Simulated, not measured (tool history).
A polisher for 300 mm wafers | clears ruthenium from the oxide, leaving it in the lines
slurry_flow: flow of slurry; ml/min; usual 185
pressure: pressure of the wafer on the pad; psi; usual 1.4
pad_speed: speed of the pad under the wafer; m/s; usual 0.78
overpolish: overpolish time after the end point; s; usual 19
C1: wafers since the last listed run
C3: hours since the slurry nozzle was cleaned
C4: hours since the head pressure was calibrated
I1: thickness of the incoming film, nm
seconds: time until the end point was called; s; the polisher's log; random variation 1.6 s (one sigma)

Run 1, hour 0: usual settings but pad_speed 0.98 m/s; C1 0; wafers polished on this pad 149; C3 469.4; C4 454.2; I1 50. Result: seconds 72.5 s.
Run 2, hour 25.9: usual settings; C1 136; wafers polished on this pad 286; C3 495.3; C4 480.1; I1 50.2. Result: seconds 90.9 s.
Run 3, hour 52.4: usual settings but pressure 1.8 psi; C1 139; wafers polished on this pad 425; C3 521.8; C4 506.6; I1 49.9. Result: seconds 75.4 s.
Run 4, hour 127.7: usual settings but pressure 1.8 psi; C1 396; wafers polished on this pad 822; C3 597.1; C4 581.9; I1 49.7. Result: seconds 76.4 s.
At hour 132: head pressure recalibrated.
At hour 141.1: worn pad replaced by a new one.
Run 5, hour 141.6: usual settings; C1 41; wafers polished on this pad 2; C3 611; C4 9.6; I1 50.1. Result: seconds 86.7 s.
Run 6, hour 160.3: usual settings; C1 98; wafers polished on this pad 101; C3 629.7; C4 28.3; I1 49.7. Result: seconds 83.3 s.
Run 7, hour 172.9: usual settings; C1 66; wafers polished on this pad 167; C3 642.3; C4 40.9; I1 50.8. Result: seconds 86 s.
Run 8, hour 246.1: usual settings; C1 385; wafers polished on this pad 552; C3 715.5; C4 114.1; I1 50.4. Result: seconds 86.3 s.
Run 9, hour 278.8: usual settings; C1 172; wafers polished on this pad 724; C3 748.2; C4 146.8; I1 49.8. Result: seconds 89 s.
At hour 300.5: worn pad replaced by a new one.
Run 10, hour 304.5: usual settings; C1 114; wafers polished on this pad 20; C3 773.9; C4 172.5; I1 50.1. Result: seconds 90.6 s.
Run 11, hour 340.3: usual settings; C1 188; wafers polished on this pad 209; C3 809.7; C4 208.3; I1 49.9. Result: seconds 90.7 s.
Run 12, hour 355.5: usual settings; C1 80; wafers polished on this pad 289; C3 824.9; C4 223.5; I1 50.8. Result: seconds 91.6 s.
At hour 371.2: slurry nozzle cleaned.
Run 13, hour 382.2: usual settings but pad_speed 0.58 m/s, overpolish 15 s; C1 135; wafers polished on this pad 424; C3 11; C4 250.2; I1 50.3. Result: seconds 119.7 s.
Run 14, hour 405.8: usual settings but pad_speed 0.58 m/s, overpolish 15 s; C1 124; wafers polished on this pad 548; C3 34.6; C4 273.8; I1 50. Result: seconds 120 s.
Run 15, hour 439.1: usual settings but pad_speed 0.58 m/s, overpolish 15 s; C1 175; wafers polished on this pad 724; C3 67.9; C4 307.1; I1 49.6. Result: seconds 120.5 s.
At hour 454.5: worn pad replaced by a new one.
Run 16, hour 466.1: usual settings; C1 121; wafers polished on this pad 60; C3 94.9; C4 334.1; I1 49.8. Result: seconds 90.9 s.
Run 17, hour 493.6: usual settings; C1 144; wafers polished on this pad 205; C3 122.4; C4 361.6; I1 50.7. Result: seconds 96.7 s.
Run 18, hour 528.6: usual settings but slurry_flow 200 ml/min; C1 184; wafers polished on this pad 389; C3 157.4; C4 396.6; I1 49.3. Result: seconds 92 s.
Run 19, hour 554.4: usual settings but slurry_flow 130 ml/min, pad_speed 0.56 m/s; C1 135; wafers polished on this pad 525; C3 183.2; C4 422.4; I1 49.9. Result: seconds 139.9 s.
Run 20, hour 573.9: usual settings but pressure 1.1 psi, overpolish 14 s; C1 102; wafers polished on this pad 628; C3 202.7; C4 441.9; I1 50.8. Result: seconds 112.6 s.
Run 21, hour 593.1: usual settings but slurry_flow 225 ml/min, pad_speed 0.56 m/s, overpolish 9 s; C1 101; wafers polished on this pad 729; C3 221.9; C4 461.1; I1 50.9. Result: seconds 128.3 s.
At hour 602: head pressure recalibrated.
Run 22, hour 622.9: usual settings; C1 146; wafers polished on this pad 875; C3 251.7; C4 20.9; I1 50.2. Result: seconds 80.3 s.
Run 23, hour 635.5: usual settings but slurry_flow 135 ml/min, pressure 1.2 psi, pad_speed 0.56 m/s, overpolish 30 s; C1 66; wafers polished on this pad 942; C3 264.3; C4 33.5; I1 50.2. Result: seconds 144.1 s.
At hour 640.2: worn pad replaced by a new one.
Run 24, hour 669.2: usual settings but slurry_flow 160 ml/min; C1 156; wafers polished on this pad 152; C3 298; C4 67.2; I1 49.9. Result: seconds 89.7 s.
Run 25, hour 693.5: usual settings but slurry_flow 125 ml/min, pressure 1.1 psi, pad_speed 0.98 m/s, overpolish 12 s; C1 127; wafers polished on this pad 280; C3 322.3; C4 91.5; I1 49.7. Result: seconds 90.6 s.
Run 26, hour 723.8: usual settings but slurry_flow 150 ml/min, pressure 1.3 psi, pad_speed 0.92 m/s, overpolish 12 s; C1 159; wafers polished on this pad 440; C3 352.6; C4 121.8; I1 50.5. Result: seconds 82.5 s.
Run 27, hour 748.7: usual settings but pressure 1.6 psi, pad_speed 0.7 m/s, overpolish 24 s; C1 131; wafers polished on this pad 571; C3 377.5; C4 146.7; I1 50.2. Result: seconds 87.7 s.
Run 28, hour 775.8: usual settings but pressure 0.9 psi, pad_speed 0.98 m/s, overpolish 11 s; C1 142; wafers polished on this pad 713; C3 404.6; C4 173.8; I1 49.6. Result: seconds 97.5 s.
Run 29, hour 804.8: usual settings; C1 152; wafers polished on this pad 866; C3 433.6; C4 202.8; I1 49.9. Result: seconds 88.2 s.
Run 30, hour 820.8: usual settings but pressure 0.9 psi, pad_speed 0.98 m/s, overpolish 11 s; C1 84; wafers polished on this pad 950; C3 449.6; C4 218.8; I1 49.8. Result: seconds 99.9 s.
At hour 844: worn pad replaced by a new one.
Run 31, hour 844.7: usual settings but slurry_flow 200 ml/min; C1 104; wafers polished on this pad 3; C3 473.5; C4 242.7; I1 49.8. Result: seconds 85.7 s.
Run 32, hour 873.8: usual settings; C1 153; wafers polished on this pad 156; C3 502.6; C4 271.8; I1 49. Result: seconds 88.1 s.
Run 33, hour 890.3: usual settings but slurry_flow 230 ml/min, pressure 1.7 psi, pad_speed 1.02 m/s, overpolish 13 s; C1 86; wafers polished on this pad 243; C3 519.1; C4 288.3; I1 49.2. Result: seconds 54.1 s.

Hidden state at the last listed run before each entry between runs and at the first one after, where it differs:
Between runs 4 and 5: head pressure recalibrated (hour 132); worn pad replaced by a new one (hour 141.1)
  deviation of the head's pressure from its setpoint, %: -12.9 -> -1.09
  measured less the result without the state, seconds: +8.4 -> +0.8 s
Between runs 9 and 10: worn pad replaced by a new one (hour 300.5)
  deviation of the head's pressure from its setpoint, %: -4.21 -> -4.8
  measured less the result without the state, seconds: +3.2 -> +3.7 s
Between runs 12 and 13: slurry nozzle cleaned (hour 371.2)
  deviation of the head's pressure from its setpoint, %: -5.96 -> -6.57
  measured less the result without the state, seconds: +4.7 -> +6.7 s
Between runs 15 and 16: worn pad replaced by a new one (hour 454.5)
  deviation of the head's pressure from its setpoint, %: -7.87 -> -8.48
  measured less the result without the state, seconds: +8.1 -> +6.6 s
Between runs 21 and 22: head pressure recalibrated (hour 602)
  deviation of the head's pressure from its setpoint, %: -11.4 -> 0.654
  measured less the result without the state, seconds: +12.5 -> -0.5 s
Between runs 23 and 24: worn pad replaced by a new one (hour 640.2)
  deviation of the head's pressure from its setpoint, %: 0.367 -> -0.4
  measured less the result without the state, seconds: -0.5 -> +0.3 s
Between runs 30 and 31: worn pad replaced by a new one (hour 844)
  deviation of the head's pressure from its setpoint, %: -3.85 -> -4.4
  measured less the result without the state, seconds: +3.3 -> +3.2 s
